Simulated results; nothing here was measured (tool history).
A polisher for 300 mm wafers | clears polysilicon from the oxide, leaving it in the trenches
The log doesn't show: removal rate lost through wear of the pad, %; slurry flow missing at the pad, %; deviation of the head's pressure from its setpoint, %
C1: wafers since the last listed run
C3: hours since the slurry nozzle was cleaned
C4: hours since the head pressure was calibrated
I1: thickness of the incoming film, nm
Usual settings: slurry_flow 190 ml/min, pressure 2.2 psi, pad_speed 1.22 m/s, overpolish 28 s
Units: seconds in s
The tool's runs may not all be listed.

Run 1, hour 0: usual settings; C1 0; wafers polished on this pad 1384; C3 628.7; C4 360.6; I1 689.8. Result: seconds 56.1 s.
Run 2, hour 62.5: usual settings; C1 714; wafers polished on this pad 2099; C3 691.2; C4 423.1; I1 680.6. Result: seconds 56.4 s.
Run 3, hour 102.7: usual settings; C1 459; wafers polished on this pad 2558; C3 731.4; C4 463.3; I1 685. Result: seconds 56 s.
At hour 132.8: slurry nozzle cleaned.
At hour 169.1: worn pad replaced by a new one.
Run 4, hour 174.4: usual settings; C1 762; wafers polished on this pad 60; C3 41.6; C4 535; I1 685.5. Result: seconds 56.2 s.
Run 5, hour 236.3: usual settings; C1 707; wafers polished on this pad 768; C3 103.5; C4 596.9; I1 687.9. Result: seconds 55.4 s.
Run 6, hour 293.8: usual settings; C1 657; wafers polished on this pad 1425; C3 161; C4 654.4; I1 695.4. Result: seconds 57.1 s.
Run 7, hour 355.6: usual settings; C1 706; wafers polished on this pad 2131; C3 222.8; C4 716.2; I1 704.5. Result: seconds 57.8 s.
Run 8, hour 413.4: usual settings; C1 660; wafers polished on this pad 2791; C3 280.6; C4 774; I1 687.7. Result: seconds 54.9 s.
At hour 420.9: worn pad replaced by a new one.
Run 9, hour 446.6: usual settings; C1 333; wafers polished on this pad 294; C3 313.8; C4 807.2; I1 679.8. Result: seconds 54.7 s.
Run 10, hour 502.7: usual settings; C1 641; wafers polished on this pad 935; C3 369.9; C4 863.3; I1 681.9. Result: seconds 55.7 s.
Run 11, hour 563.5: usual settings; C1 694; wafers polished on this pad 1629; C3 430.7; C4 924.1; I1 698.6. Result: seconds 56.2 s.
Run 12, hour 599.1: usual settings but pressure 2.6 psi, pad_speed 1.46 m/s; C1 406; wafers polished on this pad 2036; C3 466.3; C4 959.7; I1 692.6. Result: seconds 39.3 s.
Run 13, hour 666.8: usual settings but pressure 2.6 psi, pad_speed 1.46 m/s; C1 773; wafers polished on this pad 2810; C3 534; C4 1027.4; I1 685.6. Result: seconds 39.1 s.
At hour 693: worn pad replaced by a new one.
Run 14, hour 694.8: usual settings but pressure 2.6 psi, pad_speed 1.46 m/s; C1 274; wafers polished on this pad 20; C3 562; C4 1055.4; I1 691.4. Result: seconds 39.5 s.
Run 15, hour 753.9: usual settings but slurry_flow 220 ml/min, pad_speed 1.46 m/s, overpolish 35 s; C1 675; wafers polished on this pad 695; C3 621.1; C4 1114.5; I1 687.7. Result: seconds 45.7 s.
At hour 797.3: slurry nozzle cleaned.
At hour 805.9: head pressure recalibrated.
Run 16, hour 819.8: usual settings but slurry_flow 245 ml/min, pressure 1.5 psi, pad_speed 1.62 m/s, overpolish 23 s; C1 718; wafers polished on this pad 1414; C3 22.5; C4 13.9; I1 690.5. Result: seconds 60.1 s.
Run 17, hour 880.6: usual settings but pressure 1.7 psi, overpolish 33 s; C1 694; wafers polished on this pad 2109; C3 83.3; C4 74.7; I1 686.2. Result: seconds 71.4 s.
Run 18, hour 926.7: usual settings; C1 526; wafers polished on this pad 2636; C3 129.4; C4 120.8; I1 700.1. Result: seconds 56.3 s.
Run 19, hour 978.8: usual settings but slurry_flow 250 ml/min; C1 595; wafers polished on this pad 3231; C3 181.5; C4 172.9; I1 701.1. Result: seconds 56.4 s.
At hour 1011: worn pad replaced by a new one.
Run 20, hour 1011.5: usual settings but slurry_flow 160 ml/min, pressure 1.4 psi; C1 327; wafers polished on this pad 5; C3 214.2; C4 205.6; I1 684. Result: seconds 89.5 s.
Run 21, hour 1054.9: usual settings but pad_speed 0.92 m/s; C1 495; wafers polished on this pad 501; C3 257.6; C4 249; I1 681.9. Result: seconds 73.7 s.
Run 22, hour 1117.8: usual settings but slurry_flow 235 ml/min, pressure 1.6 psi, pad_speed 0.9 m/s, overpolish 20 s; C1 718; wafers polished on this pad 1220; C3 320.5; C4 311.9; I1 698.9. Result: seconds 103.6 s.
Run 23, hour 1183.4: usual settings but pressure 1.9 psi, pad_speed 1.48 m/s, overpolish 12 s; C1 749; wafers polished on this pad 1969; C3 386.1; C4 377.5; I1 697.1. Result: seconds 54.7 s.
Run 24, hour 1248.4: usual settings; C1 742; wafers polished on this pad 2712; C3 451.1; C4 442.5; I1 694.1. Result: seconds 56.4 s.
At hour 1305.6: worn pad replaced by a new one.
Run 25, hour 1314: usual settings but overpolish 12 s; C1 703; wafers polished on this pad 95; C3 516.7; C4 508.1; I1 690.5. Result: seconds 54.5 s.
Run 26, hour 1380.8: usual settings but slurry_flow 230 ml/min, pressure 2.6 psi, pad_speed 1.58 m/s, overpolish 42 s; C1 763; wafers polished on this pad 858; C3 583.5; C4 574.9; I1 699.9. Result: seconds 35.9 s.
Run 27, hour 1410.3: usual settings; C1 337; wafers polished on this pad 1196; C3 613; C4 604.4; I1 683.7. Result: seconds 55.9 s.
Run 28, hour 1463.8: usual settings but pressure 1.6 psi; C1 611; wafers polished on this pad 1807; C3 666.5; C4 657.9; I1 678.9. Result: seconds 73.2 s.

Forecast each of these 3 alternatives for the next run:
Run A, hour 1464.2: usual settings but pad_speed 0.84 m/s; C1 4; wafers polished on this pad 1811; C3 666.9; C4 658.3; I1 694.5. Result: seconds ?.
Run B, hour 1464.2: usual settings but pad_speed 1.62 m/s, overpolish 23 s; C1 4; wafers polished on this pad 1811; C3 666.9; C4 658.3; I1 694.5. Result: seconds ?.
Run C, hour 1464.2: usual settings but slurry_flow 150 ml/min, pressure 2.8 psi, pad_speed 1.48 m/s, overpolish 21 s; C1 4; wafers polished on this pad 1811; C3 666.9; C4 658.3; I1 694.5. Result: seconds ?.

run  seconds
  A     81.5
  B     42.2
  C     37.5
Without the tool's hidden state the same runs would have given:
run  seconds
  A     81.5
  B     42.2
  C     37.5

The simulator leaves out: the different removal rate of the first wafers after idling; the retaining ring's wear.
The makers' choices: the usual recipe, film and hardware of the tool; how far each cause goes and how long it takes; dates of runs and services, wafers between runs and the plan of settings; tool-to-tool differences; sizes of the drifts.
